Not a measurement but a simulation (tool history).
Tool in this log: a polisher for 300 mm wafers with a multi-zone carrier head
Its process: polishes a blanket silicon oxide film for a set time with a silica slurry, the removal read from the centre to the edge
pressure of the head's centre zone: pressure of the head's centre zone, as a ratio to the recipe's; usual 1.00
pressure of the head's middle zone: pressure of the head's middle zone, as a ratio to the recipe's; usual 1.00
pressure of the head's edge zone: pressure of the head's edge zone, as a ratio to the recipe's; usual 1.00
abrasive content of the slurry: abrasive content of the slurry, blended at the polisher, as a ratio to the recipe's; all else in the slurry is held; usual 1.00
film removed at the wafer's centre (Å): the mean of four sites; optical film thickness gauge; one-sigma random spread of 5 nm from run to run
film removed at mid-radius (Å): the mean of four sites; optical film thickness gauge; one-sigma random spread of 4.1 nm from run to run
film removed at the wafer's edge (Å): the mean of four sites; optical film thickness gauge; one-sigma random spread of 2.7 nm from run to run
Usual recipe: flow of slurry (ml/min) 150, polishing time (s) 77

run	day	flow of slurry (ml/min)	pressure of the head's centre zone	pressure of the head's middle zone	pressure of the head's edge zone	abrasive content of the slurry	polishing time (s)	wafers since the last listed run	wafers polished on this pad	hours since the slurry nozzle was cleaned	hours since the centre zone pressure was calibrated	hours since the edge zone pressure was calibrated	hours since the carrier head's membrane was replaced	incoming thickness of the incoming film, nm	film removed at the wafer's centre (Å)	film removed at mid-radius (Å)	film removed at the wafer's edge (Å)
1	0.000	150	0.90	0.95	1.00	1.00	63	0	3806	308.6	1103.0	363.7	209.4	1565.5	2594	2896	2856
2	1.629	150	1.00	1.08	1.00	0.70	77	452	4259	347.7	1142.1	402.8	248.5	1588.8	2947	3339	2977
# day 5.479: centre zone pressure recalibrated
3	5.533	105	1.00	1.00	0.94	1.00	77	1061	5320	441.4	1.3	496.5	342.2	1581.2	3017	3411	3215
4	9.242	150	1.00	1.00	1.00	1.00	77	1030	6351	530.4	90.3	585.5	431.2	1572.2	3394	3635	3484
5	11.483	150	1.00	1.00	1.00	1.00	77	622	6974	584.2	144.1	639.3	485.0	1602.7	3472	3586	3406
# day 11.946: edge zone pressure recalibrated
# day 12.746: worn pad replaced by a new one
6	13.112	150	1.10	1.08	0.90	1.00	77	383	102	623.3	183.2	28.0	524.1	1555.4	4062	4278	3713
7	16.912	150	1.00	1.05	1.00	0.90	77	1055	1158	714.5	274.4	119.2	615.3	1563.8	3457	3813	3615
# day 20.467: slurry nozzle cleaned
8	20.754	165	1.00	1.00	1.00	1.15	86	1055	2213	6.9	366.6	211.4	707.5	1549.7	4340	4712	4353
# day 26.654: carrier head's membrane replaced by a new one
9	29.796	150	1.00	1.00	1.00	1.00	86	2454	4668	223.9	583.6	428.4	75.4	1570.8	3909	4160	3962
10	32.571	190	1.04	1.00	1.05	1.00	77	771	5439	290.5	650.2	495.0	142.0	1552.1	3705	3880	3693
11	35.504	150	0.90	1.00	1.00	1.00	77	814	6254	360.9	720.6	565.4	212.4	1604.1	3220	3735	3487
12	37.304	150	1.00	1.00	1.00	1.25	60	500	6754	404.1	763.8	608.6	255.6	1536.8	2919	3118	2945
13	40.704	120	0.90	1.00	1.05	1.00	77	944	7698	485.7	845.4	690.2	337.2	1586.2	2938	3457	3401
# day 42.300: worn pad replaced by a new one
14	44.904	165	0.88	1.03	1.00	1.00	89	1120	724	586.5	946.2	791.0	438.0	1563.8	4014	4826	4372
# day 46.012: edge zone pressure recalibrated
# day 48.225: centre zone pressure recalibrated
15	49.121	125	1.00	0.96	1.00	1.00	77	1125	1849	687.7	21.5	74.6	539.2	1596.8	3398	3514	3610
# day 49.225: slurry nozzle cleaned
16	53.562	150	1.00	1.00	0.89	1.00	77	1222	3071	104.1	128.1	181.2	645.8	1576.6	3497	3806	3423
17	56.908	150	1.00	1.00	1.00	1.00	77	929	4001	184.4	208.4	261.5	726.1	1566.2	3543	3745	3586
# day 60.446: carrier head's membrane replaced by a new one
18	60.617	150	1.00	1.00	1.00	1.00	77	972	4973	273.4	297.4	350.5	4.1	1567.9	3543	3709	3491
19	64.504	135	1.11	0.95	0.92	1.00	77	1080	6053	366.7	390.7	443.8	97.4	1571.0	3504	3449	3372
20	66.342	150	1.00	1.00	1.00	1.10	98	510	6564	410.8	434.8	487.9	141.5	1537.4	4403	4844	4659
# day 75.125: worn pad replaced by a new one
# day 77.700: edge zone pressure recalibrated
21	79.346	175	0.90	1.00	1.00	1.00	98	3543	1149	722.9	746.9	39.5	453.6	1573.6	4429	5103	4836

What was the tool's hidden state at every run in the log?
slurry flow missing at the pad, %: 0 across all the runs
deviation of the centre zone's pressure from its setpoint, %: 0 across all the runs
deviation of the edge zone's pressure from its setpoint, %: 0 across all the runs
H1: removal rate lost through wear of the pad, %
run	H1
1	8.87
2	9.24
3	9.93
4	10.4
5	10.6
6	0.699
7	3.74
8	5.84
9	8.52
10	8.96
11	9.31
12	9.48
13	9.73
14	2.54
15	5.19
16	7
17	7.93
18	8.65
19	9.17
20	9.35
21	3.99
